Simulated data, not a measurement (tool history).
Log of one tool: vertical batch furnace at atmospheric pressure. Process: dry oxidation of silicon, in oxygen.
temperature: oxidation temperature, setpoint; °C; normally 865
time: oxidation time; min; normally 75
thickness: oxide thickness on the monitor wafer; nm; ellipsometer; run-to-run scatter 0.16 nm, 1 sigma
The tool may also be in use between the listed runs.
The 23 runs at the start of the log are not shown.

run,hour,temperature,time,wafers since the last listed run,hours since the last temperature calibration,hours since the boat lift was adjusted,hours since the gauge calibration,"read-back reference wafer on the same gauge, thickness",thickness
24,1991.1,865,105,1038,614.8,722.1,787.1,35.06,36.04
25,2221.4,865,75,2301,845.1,952.4,1017.4,35.21,30.27
26,2322.8,865,93,1013,946.5,1053.8,1118.8,35.24,34.17
27,2362.1,847,51,392,985.8,1093.1,1158.1,35.24,21.89
28,2410.4,876,85,482,1034.1,1141.4,1206.4,35.27,35.19
29,2478.1,876,38.5,676,1101.8,1209.1,1274.1,35.29,23.63
30,2572.3,858,110.5,941,1196,1303.3,1368.3,35.29,35.37
31,2645.7,865,75,733,1269.4,1376.7,1441.7,35.31,30.28
32,2726,846,59,802,1349.7,1457,1522,35.4,23.07
33,2778.3,857,75,522,1402,1509.3,1574.3,35.34,28.34
34,2881.3,841,75,1029,1505,1612.3,1677.3,35.45,24.99
35,2937.2,843,88.5,558,1560.9,1668.2,1733.2,35.42,27.79
36,2988.5,849,75,512,1612.2,1719.5,1784.5,35.4,27
37,3067.4,843,103,788,1691.1,1798.4,1863.4,35.44,30.19
# hour 3165.1: boat lift adjusted
38,3165.6,876,110.5,741,1789.3,0.5,1961.6,35.44,41.53
39,3201.2,865,75,355,1824.9,36.1,1997.2,35.44,30.51
# hour 3230.7: thermocouples replaced and temperature profile calibrated
40,3274.3,842,110.5,490,43.6,109.2,2070.3,35.44,30.97

Consider 3 possible next runs. They are alternatives, not a sequence: every one starts from the tool as it was left by run 40. What does each give?
A,3279.8,865,75,54,49.1,114.7,2075.8,?,?
B,3279.8,847,75,54,49.1,114.7,2075.8,?,?
C,3279.8,848,89,54,49.1,114.7,2075.8,?,?

run,"read-back reference wafer on the same gauge, thickness",thickness
A,35.46,30.29
B,35.46,26.22
C,35.46,28.82
Without the tool's hidden state the same runs would have given:
run,thickness
A,29.3
B,25.36
C,27.88
